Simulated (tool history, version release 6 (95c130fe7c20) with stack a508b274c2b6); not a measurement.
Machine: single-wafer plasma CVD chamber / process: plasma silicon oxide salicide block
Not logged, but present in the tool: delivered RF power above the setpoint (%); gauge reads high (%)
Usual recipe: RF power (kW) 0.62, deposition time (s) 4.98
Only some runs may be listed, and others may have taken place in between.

| run | hour | RF power (kW) | deposition time (s) | wafers since the last listed run | hours since the last RF generator calibration | hours since the showerhead was replaced | hours since the gauge calibration | read-back reference wafer on the same gauge, thickness_nm | mean film thickness on the monitor wafer (Å) |
|---|---|---|---|---|---|---|---|---|---|
| 1 | 0 | 0.54 | 5.42 | 0 | 275.5 | 5785 | 78.5 | 53.742 | 532.99 |
| 2 | 56.9 | 0.54 | 5.42 | 2037 | 332.4 | 5841.9 | 135.4 | 53.684 | 526.89 |
| 3 | 82.5 | 0.62 | 4.98 | 916 | 358 | 5867.5 | 161 | 53.763 | 509.87 |
| 4 | 121.4 | 0.62 | 4.98 | 1393 | 396.9 | 5906.4 | 199.9 | 53.655 | 510.17 |
| 5 | 150 | 0.62 | 4.98 | 1024 | 425.5 | 5935 | 228.5 | 53.637 | 509.06 |
| 6 | 195.9 | 0.62 | 4.26 | 1643 | 471.4 | 5980.9 | 274.4 | 53.684 | 432.56 |
| 7 | 243.9 | 0.62 | 4.98 | 1718 | 519.4 | 6028.9 | 322.4 | 53.736 | 507.51 |
| 8 | 275.6 | 0.62 | 4.98 | 1135 | 551.1 | 6060.6 | 354.1 | 53.713 | 507.4 |
| 9 | 322.4 | 0.62 | 4.98 | 1675 | 597.9 | 6107.4 | 400.9 | 53.698 | 505 |
| 10 | 365.4 | 0.62 | 4.98 | 1539 | 640.9 | 6150.4 | 443.9 | 53.808 | 509.02 |
| 11 | 425.2 | 0.62 | 4.98 | 2141 | 700.7 | 6210.2 | 503.7 | 53.72 | 504.7 |
| 12 | 492.7 | 0.62 | 4.98 | 2417 | 768.2 | 6277.7 | 571.2 | 53.767 | 500.43 |
| 13 | 556.5 | 0.62 | 4.98 | 2284 | 832 | 6341.5 | 635 | 53.723 | 508.36 |
| 14 | 611 | 0.62 | 4.98 | 1951 | 886.5 | 6396 | 689.5 | 53.756 | 501.8 |
| 15 | 669.8 | 0.62 | 4.98 | 2105 | 945.3 | 6454.8 | 748.3 | 53.692 | 505.9 |
|  | 700.3 | showerhead replaced |
| 16 | 729.5 | 0.62 | 4.98 | 1851 | 1005 | 29.2 | 808 | 53.655 | 499.06 |
|  | 755.9 | RF generator calibrated |
| 17 | 757.6 | 0.62 | 4.98 | 719 | 1.7 | 57.3 | 836.1 | 53.66 | 509.14 |
| 18 | 800.5 | 0.62 | 4.98 | 1536 | 44.6 | 100.2 | 879 | 53.684 | 514.9 |
| 19 | 850.3 | 0.62 | 4.98 | 1783 | 94.4 | 150 | 928.8 | 53.686 | 515.09 |
| 20 | 878.5 | 0.62 | 4.98 | 1009 | 122.6 | 178.2 | 957 | 53.691 | 507.98 |
| 21 | 934.8 | 0.62 | 4.98 | 2016 | 178.9 | 234.5 | 1013.3 | 53.747 | 510.92 |
|  | 954.8 | gauge calibrated |
| 22 | 988.4 | 0.62 | 4.98 | 1919 | 232.5 | 288.1 | 33.6 | 53.653 | 507.18 |
| 23 | 1027.7 | 0.55 | 4.98 | 1407 | 271.8 | 327.4 | 72.9 | 53.71 | 491.93 |
| 24 | 1066.6 | 0.58 | 4.32 | 1393 | 310.7 | 366.3 | 111.8 | 53.726 | 432.27 |
| 25 | 1107.9 | 0.655 | 4.72 | 1478 | 352 | 407.6 | 153.1 | 53.653 | 493.8 |
| 26 | 1173 | 0.735 | 5.58 | 2331 | 417.1 | 472.7 | 218.2 | 53.625 | 608.17 |
| 27 | 1230.8 | 0.565 | 4.98 | 2069 | 474.9 | 530.5 | 276 | 53.694 | 493.98 |
| 28 | 1282.9 | 0.585 | 5.33 | 1865 | 527 | 582.6 | 328.1 | 53.751 | 532.19 |
| 29 | 1345.6 | 0.62 | 4.08 | 2245 | 589.7 | 645.3 | 390.8 | 53.658 | 412.71 |
| 30 | 1371.8 | 0.7 | 5.9 | 938 | 615.9 | 671.5 | 417 | 53.708 | 620.8 |
| 31 | 1427.7 | 0.62 | 4.98 | 2001 | 671.8 | 727.4 | 472.9 | 53.723 | 507.05 |
| 32 | 1470.2 | 0.62 | 4.39 | 1521 | 714.3 | 769.9 | 515.4 | 53.713 | 444.87 |
| 33 | 1502.5 | 0.575 | 4.57 | 1156 | 746.6 | 802.2 | 547.7 | 53.664 | 449.07 |

Consider 3 possible next runs. They are alternatives, not a sequence: every one starts from the tool as it was left by run 33. What does each give?
| A | 1502.9 | 0.62 | 4.98 | 14 | 747 | 802.6 | 548.1 | ? | ? |
| B | 1502.9 | 0.65 | 4.26 | 14 | 747 | 802.6 | 548.1 | ? | ? |
| C | 1502.9 | 0.515 | 4.47 | 14 | 747 | 802.6 | 548.1 | ? | ? |

| run | read-back reference wafer on the same gauge, thickness_nm | mean film thickness on the monitor wafer (Å) |
|---|---|---|
| A | 53.738 | 504.3 |
| B | 53.738 | 438.09 |
| C | 53.738 | 425.81 |
The same runs, with their run-to-run variation unchanged, on a tool lacking any hidden condition would have given:
| run | mean film thickness on the monitor wafer (Å) |
|---|---|
| A | 510.38 |
| B | 443.37 |
| C | 430.94 |

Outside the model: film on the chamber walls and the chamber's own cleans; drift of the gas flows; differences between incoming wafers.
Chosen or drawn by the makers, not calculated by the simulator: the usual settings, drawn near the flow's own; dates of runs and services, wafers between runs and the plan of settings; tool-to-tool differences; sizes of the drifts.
